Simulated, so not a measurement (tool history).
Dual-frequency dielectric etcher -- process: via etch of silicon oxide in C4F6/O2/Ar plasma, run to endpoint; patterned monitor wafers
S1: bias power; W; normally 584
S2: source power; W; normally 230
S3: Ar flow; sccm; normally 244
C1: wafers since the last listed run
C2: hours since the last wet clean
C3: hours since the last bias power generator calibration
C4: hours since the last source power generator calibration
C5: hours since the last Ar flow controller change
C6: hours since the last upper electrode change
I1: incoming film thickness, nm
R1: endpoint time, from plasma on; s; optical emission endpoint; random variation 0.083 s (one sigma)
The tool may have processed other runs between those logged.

{"run": 1, "hour": 0.0, "S1": 584, "S2": 230, "S3": 244, "C1": 0, "C2": 396.2, "C3": 2975.8, "C4": 2304.3, "C5": 2365.9, "C6": 3976.4, "I1": 64.3, "R1": 16.6}
{"hour": 104.5, "done": "wet clean of the chamber"}
{"run": 2, "hour": 105.0, "S1": 552, "S2": 230, "S3": 244, "C1": 892, "C2": 0.5, "C3": 3080.8, "C4": 2409.3, "C5": 2470.9, "C6": 4081.4, "I1": 64.1, "R1": 16.9}
{"run": 3, "hour": 186.9, "S1": 552, "S2": 230, "S3": 244, "C1": 902, "C2": 82.4, "C3": 3162.7, "C4": 2491.2, "C5": 2552.8, "C6": 4163.3, "I1": 63.3, "R1": 16.5}
{"run": 4, "hour": 248.6, "S1": 552, "S2": 230, "S3": 244, "C1": 679, "C2": 144.1, "C3": 3224.4, "C4": 2552.9, "C5": 2614.5, "C6": 4225.0, "I1": 63.7, "R1": 16.7}
{"run": 5, "hour": 316.3, "S1": 584, "S2": 280, "S3": 244, "C1": 746, "C2": 211.8, "C3": 3292.1, "C4": 2620.6, "C5": 2682.2, "C6": 4292.7, "I1": 64.5, "R1": 15.7}
{"run": 6, "hour": 371.6, "S1": 584, "S2": 280, "S3": 244, "C1": 609, "C2": 267.1, "C3": 3347.4, "C4": 2675.9, "C5": 2737.5, "C6": 4348.0, "I1": 64.2, "R1": 15.5}
{"run": 7, "hour": 426.1, "S1": 584, "S2": 280, "S3": 244, "C1": 600, "C2": 321.6, "C3": 3401.9, "C4": 2730.4, "C5": 2792.0, "C6": 4402.5, "I1": 63.9, "R1": 15.5}
{"hour": 457.6, "done": "upper electrode replaced"}
{"run": 8, "hour": 469.5, "S1": 584, "S2": 230, "S3": 211, "C1": 213, "C2": 365.0, "C3": 3445.3, "C4": 2773.8, "C5": 2835.4, "C6": 11.9, "I1": 63.4, "R1": 16.3}
{"hour": 538.8, "done": "wet clean of the chamber"}
{"run": 9, "hour": 539.3, "S1": 584, "S2": 230, "S3": 211, "C1": 504, "C2": 0.5, "C3": 3515.1, "C4": 2843.6, "C5": 2905.2, "C6": 81.7, "I1": 64.2, "R1": 16.2}
{"run": 10, "hour": 606.9, "S1": 584, "S2": 230, "S3": 244, "C1": 744, "C2": 68.1, "C3": 3582.7, "C4": 2911.2, "C5": 2972.8, "C6": 149.3, "I1": 63.6, "R1": 16.3}
{"run": 11, "hour": 696.4, "S1": 584, "S2": 230, "S3": 244, "C1": 986, "C2": 157.6, "C3": 3672.2, "C4": 3000.7, "C5": 3062.3, "C6": 238.8, "I1": 63.7, "R1": 16.4}
{"run": 12, "hour": 759.9, "S1": 490, "S2": 230, "S3": 244, "C1": 699, "C2": 221.1, "C3": 3735.7, "C4": 3064.2, "C5": 3125.8, "C6": 302.3, "I1": 64.0, "R1": 17.6}
{"run": 13, "hour": 811.6, "S1": 584, "S2": 230, "S3": 244, "C1": 569, "C2": 272.8, "C3": 3787.4, "C4": 3115.9, "C5": 3177.5, "C6": 354.0, "I1": 63.9, "R1": 16.4}
{"run": 14, "hour": 883.0, "S1": 584, "S2": 230, "S3": 244, "C1": 786, "C2": 344.2, "C3": 3858.8, "C4": 3187.3, "C5": 3248.9, "C6": 425.4, "I1": 63.7, "R1": 16.2}
{"hour": 900.6, "done": "Ar flow controller replaced"}
{"hour": 908.3, "done": "bias power generator calibrated"}
{"hour": 951.6, "done": "wet clean of the chamber"}
{"run": 15, "hour": 973.5, "S1": 584, "S2": 230, "S3": 279, "C1": 622, "C2": 21.9, "C3": 65.2, "C4": 3277.8, "C5": 72.9, "C6": 515.9, "I1": 64.2, "R1": 16.6}
{"run": 16, "hour": 1011.2, "S1": 440, "S2": 230, "S3": 244, "C1": 415, "C2": 59.6, "C3": 102.9, "C4": 3315.5, "C5": 110.6, "C6": 553.6, "I1": 64.2, "R1": 18.5}
{"run": 17, "hour": 1060.0, "S1": 584, "S2": 230, "S3": 244, "C1": 537, "C2": 108.4, "C3": 151.7, "C4": 3364.3, "C5": 159.4, "C6": 602.4, "I1": 64.1, "R1": 16.5}
{"hour": 1073.0, "done": "source power generator calibrated"}
{"run": 18, "hour": 1098.9, "S1": 482, "S2": 230, "S3": 287, "C1": 384, "C2": 147.3, "C3": 190.6, "C4": 25.9, "C5": 198.3, "C6": 641.3, "I1": 63.4, "R1": 17.9}
{"run": 19, "hour": 1181.5, "S1": 495, "S2": 230, "S3": 279, "C1": 910, "C2": 229.9, "C3": 273.2, "C4": 108.5, "C5": 280.9, "C6": 723.9, "I1": 63.5, "R1": 17.5}
{"run": 20, "hour": 1282.3, "S1": 584, "S2": 230, "S3": 219, "C1": 1110, "C2": 330.7, "C3": 374.0, "C4": 209.3, "C5": 381.7, "C6": 824.7, "I1": 64.3, "R1": 16.5}
{"run": 21, "hour": 1387.5, "S1": 639, "S2": 230, "S3": 270, "C1": 1159, "C2": 435.9, "C3": 479.2, "C4": 314.5, "C5": 486.9, "C6": 929.9, "I1": 63.8, "R1": 15.9}
{"hour": 1464.8, "done": "wet clean of the chamber"}
{"run": 22, "hour": 1465.3, "S1": 584, "S2": 230, "S3": 244, "C1": 592, "C2": 0.5, "C3": 557.0, "C4": 392.3, "C5": 564.7, "C6": 1007.7, "I1": 63.7, "R1": 16.3}

What the log doesn't show, run by run:
etch rate over this chamber's usual, %: 0 at every run
bias power that arrives over what is set, %: 0 at every run
source power that arrives over what is set, %: 0 at every run
Ar flow that arrives over what is set, %: 0 at every run

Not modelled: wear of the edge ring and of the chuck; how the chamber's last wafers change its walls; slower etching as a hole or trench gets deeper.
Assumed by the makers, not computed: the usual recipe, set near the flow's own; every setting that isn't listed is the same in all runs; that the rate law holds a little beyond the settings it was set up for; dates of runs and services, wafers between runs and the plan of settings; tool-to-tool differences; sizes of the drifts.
